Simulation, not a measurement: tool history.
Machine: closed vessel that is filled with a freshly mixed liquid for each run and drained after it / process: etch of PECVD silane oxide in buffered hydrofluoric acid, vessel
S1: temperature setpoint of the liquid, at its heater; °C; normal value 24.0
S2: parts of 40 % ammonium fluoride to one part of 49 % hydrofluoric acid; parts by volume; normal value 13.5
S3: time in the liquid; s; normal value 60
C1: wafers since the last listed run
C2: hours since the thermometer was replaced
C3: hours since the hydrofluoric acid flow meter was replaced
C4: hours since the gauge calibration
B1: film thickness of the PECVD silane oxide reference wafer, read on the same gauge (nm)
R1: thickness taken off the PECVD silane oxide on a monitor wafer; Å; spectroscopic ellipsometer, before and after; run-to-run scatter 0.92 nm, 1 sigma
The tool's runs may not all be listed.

| run | hour | S1 | S2 | S3 | C1 | C2 | C3 | C4 | B1 | R1 |
|---|---|---|---|---|---|---|---|---|---|---|
| 1 | 0.0 | 24.0 | 13.5 | 60 | 0 | 2723.8 | 1601.8 | 243.1 | 59.99 | 2355.7 |
| 2 | 7.0 | 22.5 | 12.0 | 60 | 583 | 2730.8 | 1608.8 | 250.1 | 60.00 | 2435.0 |
| 3 | 23.8 | 22.5 | 12.0 | 60 | 1400 | 2747.6 | 1625.6 | 266.9 | 60.00 | 2432.3 |
| 4 | 37.4 | 24.0 | 13.5 | 60 | 1134 | 2761.2 | 1639.2 | 280.5 | 60.01 | 2335.2 |
| 5 | 50.3 | 24.0 | 13.5 | 60 | 1075 | 2774.1 | 1652.1 | 293.4 | 59.93 | 2350.9 |
| 6 | 80.1 | 24.0 | 13.5 | 60 | 2484 | 2803.9 | 1681.9 | 323.2 | 59.99 | 2364.1 |
| 7 | 86.8 | 24.0 | 13.5 | 60 | 558 | 2810.6 | 1688.6 | 329.9 | 60.04 | 2350.5 |
| 8 | 97.2 | 24.0 | 13.5 | 60 | 867 | 2821.0 | 1699.0 | 340.3 | 59.98 | 2356.1 |
| 9 | 106.4 | 24.0 | 13.5 | 60 | 767 | 2830.2 | 1708.2 | 349.5 | 60.00 | 2350.9 |
| 10 | 123.5 | 24.0 | 13.5 | 60 | 1425 | 2847.3 | 1725.3 | 366.6 | 59.99 | 2365.9 |
| 11 | 134.5 | 24.0 | 13.5 | 60 | 917 | 2858.3 | 1736.3 | 377.6 | 60.01 | 2355.5 |
|  | 136.5 | gauge calibrated |
| 12 | 144.3 | 24.0 | 13.5 | 60 | 817 | 2868.1 | 1746.1 | 7.8 | 60.01 | 2352.3 |
| 13 | 160.7 | 24.0 | 11.0 | 60 | 1367 | 2884.5 | 1762.5 | 24.2 | 60.00 | 2881.7 |
| 14 | 177.2 | 24.0 | 11.0 | 60 | 1375 | 2901.0 | 1779.0 | 40.7 | 60.00 | 2840.5 |
|  | 190.7 | hydrofluoric acid flow meter replaced |
| 15 | 193.6 | 24.0 | 13.5 | 60 | 1284 | 2917.4 | 2.9 | 57.1 | 59.99 | 2112.5 |
| 16 | 205.6 | 26.5 | 8.0 | 75 | 1000 | 2929.4 | 14.9 | 69.1 | 60.02 | 4914.9 |
| 17 | 212.9 | 24.0 | 15.5 | 45 | 608 | 2936.7 | 22.2 | 76.4 | 60.03 | 1387.6 |
| 18 | 224.1 | 24.0 | 13.5 | 40 | 933 | 2947.9 | 33.4 | 87.6 | 59.95 | 1400.5 |
| 19 | 239.3 | 24.0 | 8.5 | 60 | 1267 | 2963.1 | 48.6 | 102.8 | 60.01 | 3217.8 |
|  | 246.7 | thermometer replaced |
| 20 | 250.8 | 24.0 | 13.5 | 60 | 875 | 4.1 | 60.1 | 114.3 | 59.99 | 2133.5 |
| 21 | 262.4 | 28.0 | 18.0 | 85 | 967 | 15.7 | 71.7 | 125.9 | 59.98 | 2824.0 |
| 22 | 271.0 | 28.5 | 13.5 | 60 | 717 | 24.3 | 80.3 | 134.5 | 60.01 | 2706.3 |
| 23 | 301.4 | 27.0 | 11.0 | 30 | 2534 | 54.7 | 110.7 | 164.9 | 59.94 | 1514.5 |
| 24 | 312.4 | 25.5 | 11.5 | 75 | 917 | 65.7 | 121.7 | 175.9 | 60.00 | 3390.3 |
| 25 | 324.3 | 24.0 | 13.5 | 80 | 992 | 77.6 | 133.6 | 187.8 | 60.02 | 2839.1 |
| 26 | 368.4 | 24.0 | 8.5 | 85 | 3677 | 121.7 | 177.7 | 231.9 | 59.98 | 4603.3 |
| 27 | 379.0 | 28.0 | 8.5 | 85 | 883 | 132.3 | 188.3 | 242.5 | 59.96 | 5751.3 |
| 28 | 389.6 | 24.0 | 13.5 | 30 | 883 | 142.9 | 198.9 | 253.1 | 59.98 | 1075.3 |
| 29 | 403.6 | 24.0 | 17.5 | 60 | 1167 | 156.9 | 212.9 | 267.1 | 59.99 | 1659.8 |
| 30 | 412.9 | 27.0 | 13.5 | 60 | 775 | 166.2 | 222.2 | 276.4 | 60.01 | 2526.6 |
| 31 | 427.2 | 24.0 | 18.0 | 60 | 1192 | 180.5 | 236.5 | 290.7 | 60.03 | 1621.5 |
| 32 | 468.8 | 24.0 | 13.5 | 60 | 3468 | 222.1 | 278.1 | 332.3 | 59.98 | 2153.9 |
| 33 | 475.1 | 24.0 | 15.5 | 80 | 525 | 228.4 | 284.4 | 338.6 | 59.95 | 2495.9 |
| 34 | 492.4 | 24.0 | 13.5 | 60 | 1442 | 245.7 | 301.7 | 355.9 | 59.98 | 2142.5 |

Measured less the same run without the tool's hidden state. The same run-to-run variation is in both; the gauge's scatter may not be:
Hidden state at play: liquid colder than its thermometer reads (K); hydrofluoric acid flow above the setpoint (%); gauge reads high (%).
| run | R1 |
|---|---|
| 1 | +248.0 |
| 2 | +256.6 |
| 3 | +258.3 |
| 4 | +250.4 |
| 5 | +253.6 |
| 6 | +258.6 |
| 7 | +258.0 |
| 8 | +259.8 |
| 9 | +260.4 |
| 10 | +264.1 |
| 11 | +264.2 |
| 12 | +265.0 |
| 13 | +300.9 |
| 14 | +298.3 |
| 15 | +15.8 |
| 16 | +44.5 |
| 17 | +12.1 |
| 18 | +13.2 |
| 19 | +36.9 |
| 20 | +23.7 |
| 21 | +33.7 |
| 22 | +33.5 |
| 23 | +21.6 |
| 24 | +50.6 |
| 25 | +44.7 |
| 26 | +94.5 |
| 27 | +122.4 |
| 28 | +21.4 |
| 29 | +34.6 |
| 30 | +53.8 |
| 31 | +36.2 |
| 32 | +53.3 |
| 33 | +63.1 |
| 34 | +56.2 |

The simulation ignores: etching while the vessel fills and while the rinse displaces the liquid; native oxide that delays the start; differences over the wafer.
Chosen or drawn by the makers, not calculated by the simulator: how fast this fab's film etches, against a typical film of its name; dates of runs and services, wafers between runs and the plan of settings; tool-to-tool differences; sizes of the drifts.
